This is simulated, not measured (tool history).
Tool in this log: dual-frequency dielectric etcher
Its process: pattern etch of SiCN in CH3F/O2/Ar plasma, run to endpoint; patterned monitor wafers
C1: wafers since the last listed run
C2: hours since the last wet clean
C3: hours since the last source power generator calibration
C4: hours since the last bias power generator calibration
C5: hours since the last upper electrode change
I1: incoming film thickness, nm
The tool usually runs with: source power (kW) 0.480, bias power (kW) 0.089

{"run": 1, "day": 0.0, "source power (kW)": 0.41, "bias power (kW)": 0.089, "C1": 0, "C2": 212.0, "C3": 1973.8, "C4": 2016.3, "C5": 3784.0, "I1": 10.31, "endpoint time (s)": 26.7}
{"run": 2, "day": 0.842, "source power (kW)": 0.41, "bias power (kW)": 0.089, "C1": 185, "C2": 232.2, "C3": 1994.0, "C4": 2036.5, "C5": 3804.2, "I1": 10.31, "endpoint time (s)": 26.7}
{"run": 3, "day": 1.575, "source power (kW)": 0.54, "bias power (kW)": 0.074, "C1": 161, "C2": 249.8, "C3": 2011.6, "C4": 2054.1, "C5": 3821.8, "I1": 10.21, "endpoint time (s)": 26.3}
{"run": 4, "day": 2.092, "source power (kW)": 0.48, "bias power (kW)": 0.089, "C1": 113, "C2": 262.2, "C3": 2024.0, "C4": 2066.5, "C5": 3834.2, "I1": 10.25, "endpoint time (s)": 25.2}
{"run": 5, "day": 3.442, "source power (kW)": 0.48, "bias power (kW)": 0.089, "C1": 297, "C2": 294.6, "C3": 2056.4, "C4": 2098.9, "C5": 3866.6, "I1": 10.25, "endpoint time (s)": 25.2}
{"run": 6, "day": 4.221, "source power (kW)": 0.48, "bias power (kW)": 0.089, "C1": 171, "C2": 313.3, "C3": 2075.1, "C4": 2117.6, "C5": 3885.3, "I1": 10.26, "endpoint time (s)": 25.2}
{"run": 7, "day": 5.021, "source power (kW)": 0.48, "bias power (kW)": 0.105, "C1": 176, "C2": 332.5, "C3": 2094.3, "C4": 2136.8, "C5": 3904.5, "I1": 10.24, "endpoint time (s)": 23.1}
{"run": 8, "day": 6.146, "source power (kW)": 0.48, "bias power (kW)": 0.089, "C1": 247, "C2": 359.5, "C3": 2121.3, "C4": 2163.8, "C5": 3931.5, "I1": 10.41, "endpoint time (s)": 25.5}
{"run": 9, "day": 7.542, "source power (kW)": 0.48, "bias power (kW)": 0.089, "C1": 307, "C2": 393.0, "C3": 2154.8, "C4": 2197.3, "C5": 3965.0, "I1": 10.26, "endpoint time (s)": 25.2}
{"run": 10, "day": 8.167, "source power (kW)": 0.48, "bias power (kW)": 0.089, "C1": 137, "C2": 408.0, "C3": 2169.8, "C4": 2212.3, "C5": 3980.0, "I1": 10.3, "endpoint time (s)": 25.1}
{"run": 11, "day": 9.658, "source power (kW)": 0.48, "bias power (kW)": 0.089, "C1": 328, "C2": 443.8, "C3": 2205.6, "C4": 2248.1, "C5": 4015.8, "I1": 10.36, "endpoint time (s)": 25.6}
{"day": 10.533, "done": "source power generator calibrated"}
{"run": 12, "day": 11.133, "source power (kW)": 0.48, "bias power (kW)": 0.089, "C1": 287, "C2": 479.2, "C3": 14.4, "C4": 2283.5, "C5": 4051.2, "I1": 10.45, "endpoint time (s)": 25.3}
{"run": 13, "day": 14.838, "source power (kW)": 0.48, "bias power (kW)": 0.089, "C1": 814, "C2": 568.1, "C3": 103.3, "C4": 2372.4, "C5": 4140.1, "I1": 10.29, "endpoint time (s)": 25.2}
{"run": 14, "day": 15.679, "source power (kW)": 0.48, "bias power (kW)": 0.08, "C1": 185, "C2": 588.3, "C3": 123.5, "C4": 2392.6, "C5": 4160.3, "I1": 10.33, "endpoint time (s)": 25.9}
{"run": 15, "day": 17.029, "source power (kW)": 0.54, "bias power (kW)": 0.072, "C1": 297, "C2": 620.7, "C3": 155.9, "C4": 2425.0, "C5": 4192.7, "I1": 10.2, "endpoint time (s)": 26.2}
{"run": 16, "day": 18.354, "source power (kW)": 0.48, "bias power (kW)": 0.089, "C1": 291, "C2": 652.5, "C3": 187.7, "C4": 2456.8, "C5": 4224.5, "I1": 10.25, "endpoint time (s)": 24.8}
{"run": 17, "day": 19.85, "source power (kW)": 0.48, "bias power (kW)": 0.089, "C1": 329, "C2": 688.4, "C3": 223.6, "C4": 2492.7, "C5": 4260.4, "I1": 10.23, "endpoint time (s)": 24.8}
{"day": 20.95, "done": "bias power generator calibrated"}
{"day": 21.417, "done": "wet clean of the chamber"}
{"run": 18, "day": 21.438, "source power (kW)": 0.48, "bias power (kW)": 0.11, "C1": 210, "C2": 0.5, "C3": 261.7, "C4": 11.7, "C5": 4298.5, "I1": 10.37, "endpoint time (s)": 22.7}
{"run": 19, "day": 24.721, "source power (kW)": 0.48, "bias power (kW)": 0.089, "C1": 722, "C2": 79.3, "C3": 340.5, "C4": 90.5, "C5": 4377.3, "I1": 10.31, "endpoint time (s)": 24.5}
{"run": 20, "day": 25.862, "source power (kW)": 0.48, "bias power (kW)": 0.077, "C1": 251, "C2": 106.7, "C3": 367.9, "C4": 117.9, "C5": 4404.7, "I1": 10.29, "endpoint time (s)": 25.8}
{"run": 21, "day": 26.625, "source power (kW)": 0.56, "bias power (kW)": 0.105, "C1": 167, "C2": 125.0, "C3": 386.2, "C4": 136.2, "C5": 4423.0, "I1": 10.28, "endpoint time (s)": 21.8}
{"run": 22, "day": 29.433, "source power (kW)": 0.38, "bias power (kW)": 0.11, "C1": 617, "C2": 192.4, "C3": 453.6, "C4": 203.6, "C5": 4490.4, "I1": 10.2, "endpoint time (s)": 23.6}
{"run": 23, "day": 30.188, "source power (kW)": 0.37, "bias power (kW)": 0.081, "C1": 165, "C2": 210.5, "C3": 471.7, "C4": 221.7, "C5": 4508.5, "I1": 10.34, "endpoint time (s)": 26.9}
{"run": 24, "day": 31.388, "source power (kW)": 0.48, "bias power (kW)": 0.089, "C1": 264, "C2": 239.3, "C3": 500.5, "C4": 250.5, "C5": 4537.3, "I1": 10.3, "endpoint time (s)": 23.9}
{"day": 32.892, "done": "upper electrode replaced"}
{"run": 25, "day": 32.912, "source power (kW)": 0.56, "bias power (kW)": 0.071, "C1": 115, "C2": 275.9, "C3": 537.1, "C4": 287.1, "C5": 0.5, "I1": 10.36, "endpoint time (s)": 25.3}
{"run": 26, "day": 32.929, "source power (kW)": 0.38, "bias power (kW)": 0.071, "C1": 3, "C2": 276.3, "C3": 537.5, "C4": 287.5, "C5": 0.9, "I1": 10.28, "endpoint time (s)": 28.2}
{"day": 33.979, "done": "wet clean of the chamber, repeated, since the last time left the tool worse"}
{"run": 27, "day": 34.075, "source power (kW)": 0.57, "bias power (kW)": 0.104, "C1": 32, "C2": 2.3, "C3": 565.0, "C4": 315.0, "C5": 28.4, "I1": 10.19, "endpoint time (s)": 22.6}
{"run": 28, "day": 34.729, "source power (kW)": 0.48, "bias power (kW)": 0.089, "C1": 143, "C2": 18.0, "C3": 580.7, "C4": 330.7, "C5": 44.1, "I1": 10.23, "endpoint time (s)": 25.7}
{"run": 29, "day": 37.762, "source power (kW)": 0.55, "bias power (kW)": 0.104, "C1": 667, "C2": 90.8, "C3": 653.5, "C4": 403.5, "C5": 116.9, "I1": 10.31, "endpoint time (s)": 22.9}
{"run": 30, "day": 38.892, "source power (kW)": 0.48, "bias power (kW)": 0.089, "C1": 248, "C2": 117.9, "C3": 680.6, "C4": 430.6, "C5": 144.0, "I1": 10.33, "endpoint time (s)": 25.6}
{"run": 31, "day": 41.396, "source power (kW)": 0.59, "bias power (kW)": 0.107, "C1": 550, "C2": 178.0, "C3": 740.7, "C4": 490.7, "C5": 204.1, "I1": 10.26, "endpoint time (s)": 22.1}
{"run": 32, "day": 42.858, "source power (kW)": 0.44, "bias power (kW)": 0.07, "C1": 321, "C2": 213.1, "C3": 775.8, "C4": 525.8, "C5": 239.2, "I1": 10.33, "endpoint time (s)": 28.8}
{"run": 33, "day": 43.917, "source power (kW)": 0.48, "bias power (kW)": 0.069, "C1": 232, "C2": 238.5, "C3": 801.2, "C4": 551.2, "C5": 264.6, "I1": 10.32, "endpoint time (s)": 28.4}
{"run": 34, "day": 44.542, "source power (kW)": 0.4, "bias power (kW)": 0.077, "C1": 137, "C2": 253.5, "C3": 816.2, "C4": 566.2, "C5": 279.6, "I1": 10.41, "endpoint time (s)": 28.7}
{"run": 35, "day": 45.05, "source power (kW)": 0.58, "bias power (kW)": 0.073, "C1": 111, "C2": 265.7, "C3": 828.4, "C4": 578.4, "C5": 291.8, "I1": 10.29, "endpoint time (s)": 26.1}
{"run": 36, "day": 45.583, "source power (kW)": 0.59, "bias power (kW)": 0.089, "C1": 117, "C2": 278.5, "C3": 841.2, "C4": 591.2, "C5": 304.6, "I1": 10.23, "endpoint time (s)": 23.6}

Measured minus without-hidden-state, run by run (identical run-to-run variation in each term; gauge scatter may differ):
Hidden state at play: etch rate over this chamber's usual, %; source power that arrives over what is set, %; bias power that arrives over what is set, %.
run=1 endpoint_time_(s)=-0.4
run=2 endpoint_time_(s)=-0.3
run=3 endpoint_time_(s)=-0.3
run=4 endpoint_time_(s)=-0.4
run=5 endpoint_time_(s)=-0.4
run=6 endpoint_time_(s)=-0.5
run=7 endpoint_time_(s)=-0.5
run=8 endpoint_time_(s)=-0.5
run=9 endpoint_time_(s)=-0.5
run=10 endpoint_time_(s)=-0.6
run=11 endpoint_time_(s)=-0.6
run=12 endpoint_time_(s)=-0.7
run=13 endpoint_time_(s)=-0.7
run=14 endpoint_time_(s)=-0.7
run=15 endpoint_time_(s)=-0.9
run=16 endpoint_time_(s)=-0.8
run=17 endpoint_time_(s)=-0.9
run=18 endpoint_time_(s)=-1.3
run=19 endpoint_time_(s)=-1.4
run=20 endpoint_time_(s)=-1.6
run=21 endpoint_time_(s)=-1.3
run=22 endpoint_time_(s)=-1.5
run=23 endpoint_time_(s)=-1.8
run=24 endpoint_time_(s)=-1.6
run=25 endpoint_time_(s)=-1.8
run=26 endpoint_time_(s)=-1.9
run=27 endpoint_time_(s)=-0.1
run=28 endpoint_time_(s)=-0.1
run=29 endpoint_time_(s)=-0.2
run=30 endpoint_time_(s)=-0.2
run=31 endpoint_time_(s)=-0.2
run=32 endpoint_time_(s)=-0.3
run=33 endpoint_time_(s)=-0.4
run=34 endpoint_time_(s)=-0.4
run=35 endpoint_time_(s)=-0.4
run=36 endpoint_time_(s)=-0.4

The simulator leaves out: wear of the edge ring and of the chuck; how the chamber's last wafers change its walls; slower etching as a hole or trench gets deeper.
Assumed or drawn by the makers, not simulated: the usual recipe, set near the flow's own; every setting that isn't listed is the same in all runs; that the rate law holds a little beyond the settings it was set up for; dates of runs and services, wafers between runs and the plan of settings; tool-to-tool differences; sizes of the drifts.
